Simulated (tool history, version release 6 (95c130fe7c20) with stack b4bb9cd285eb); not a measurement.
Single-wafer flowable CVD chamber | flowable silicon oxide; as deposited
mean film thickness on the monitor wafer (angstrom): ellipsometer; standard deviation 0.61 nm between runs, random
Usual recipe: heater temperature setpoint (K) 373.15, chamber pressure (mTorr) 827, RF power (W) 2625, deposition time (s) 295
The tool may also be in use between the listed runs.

run,day,heater temperature setpoint (K),chamber pressure (mTorr),RF power (W),deposition time (s),wafers since the last listed run,hours since the last thermocouple change,hours since the last RF generator calibration,hours since the last manometer calibration,hours since the showerhead was replaced,hours since the gauge calibration,"read-back reference wafer on the same gauge, thickness_nm",mean film thickness on the monitor wafer (angstrom)
1,0,373.15,827,2625,295,0,2580.8,439.2,242.7,457.1,366.7,181.897,2015.64
2,2,373.15,827,2625,295,345,2628.8,487.2,290.7,505.1,414.7,182.04,2016.12
# day 2.929: thermocouple changed; heater temperature recalibrated
3,4.054,373.15,827,2625,295,297,27,536.5,340,554.4,464,182.115,2045.82
4,8.275,373.15,827,2625,252,729,128.3,637.8,441.3,655.7,565.3,181.955,1749.44
5,12.646,362.15,827,2625,328,755,233.2,742.7,546.2,760.6,670.2,182.043,3159.08
6,14.304,366.15,827,2855,270,286,273,782.5,586,800.4,710,181.954,2337.93
7,16.704,373.15,827,2625,295,414,330.6,840.1,643.6,858,767.6,181.892,2048.29
8,25.621,366.15,659,2960,295,1540,544.6,1054.1,857.6,1072,981.6,182.047,2140.95
9,27.396,378.15,827,2625,295,306,587.2,1096.7,900.2,1114.6,1024.2,181.847,1756.69
# day 28.033: RF generator calibrated
10,31.2,373.15,679,2625,295,599,678.5,76,991.5,1205.9,1115.5,181.95,1763.63
# day 31.588: thermocouple changed; heater temperature recalibrated, repeated, since the last time left the tool worse
11,34.604,369.15,827,2625,295,530,72.4,157.7,1073.2,1287.6,1197.2,181.85,2237.25
12,36.862,373.15,827,2375,295,390,126.6,211.9,1127.4,1341.8,1251.4,181.796,1965.91
13,39.1,373.15,827,2625,331,386,180.3,265.6,1181.1,1395.5,1305.1,181.838,2237.54
14,42.875,373.15,827,2625,295,652,270.9,356.2,1271.7,1486.1,1395.7,181.82,1986.2
15,45.108,380.15,972,2770,311,385,324.5,409.8,1325.3,1539.7,1449.3,182.391,1938.36
16,49.392,385.15,967,3115,336,739,427.3,512.6,1428.1,1642.5,1552.1,181.892,1817.93
17,52.646,381.15,827,2905,242,562,505.4,590.7,1506.2,1720.6,1630.2,181.764,1288.99
18,55.142,373.15,827,2625,295,431,565.3,650.6,1566.1,1780.5,1690.1,182.134,2002.57
19,59.017,361.15,928,2285,279,669,658.3,743.6,1659.1,1873.5,1783.1,182.277,2940.6
20,61.992,380.15,972,2770,311,513,729.7,815,1730.5,1944.9,1854.5,181.878,1951.15
21,63.646,373.15,827,2625,337,285,769.4,854.7,1770.2,1984.6,1894.2,181.908,2288.12
22,65.817,373.15,827,2235,295,375,821.5,906.8,1822.3,2036.7,1946.3,181.853,1969.21
23,70.312,373.15,827,2235,295,776,929.4,1014.7,1930.2,2144.6,2054.2,182.099,1961.99
24,74.417,378.15,827,2625,295,709,1027.9,1113.2,2028.7,2243.1,2152.7,182.131,1712.77
25,77.829,362.15,827,2415,324,589,1109.8,1195.1,2110.6,2325,2234.6,182.193,3046.12
26,80.083,373.15,1017,2815,311,389,1163.9,1249.2,2164.7,2379.1,2288.7,182.028,2528.17
# day 82.688: RF generator calibrated
27,84.517,380.15,972,2770,311,708,1270.3,43.9,2271.1,2485.5,2395.1,182.085,1969.29

Forecast each of these 5 alternatives for the next run:
A,84.538,373.15,669,2625,295,3,1270.8,44.4,2271.6,2486,2395.6,?,?
B,84.538,373.15,659,2625,295,3,1270.8,44.4,2271.6,2486,2395.6,?,?
C,84.538,385.15,1024,2285,324,3,1270.8,44.4,2271.6,2486,2395.6,?,?
D,84.538,363.15,1013,2625,295,3,1270.8,44.4,2271.6,2486,2395.6,?,?
E,84.538,369.15,1016,2190,252,3,1270.8,44.4,2271.6,2486,2395.6,?,?

run,"read-back reference wafer on the same gauge, thickness_nm",mean film thickness on the monitor wafer (angstrom)
A,182.098,1687.25
B,182.098,1666.73
C,182.098,1795.64
D,182.098,3225.68
E,182.098,2246.19
Had the tool no hidden state, the same runs would have come out as:
run,mean film thickness on the monitor wafer (angstrom)
A,1650.89
B,1630.81
C,1757.89
D,3152.64
E,2196.82
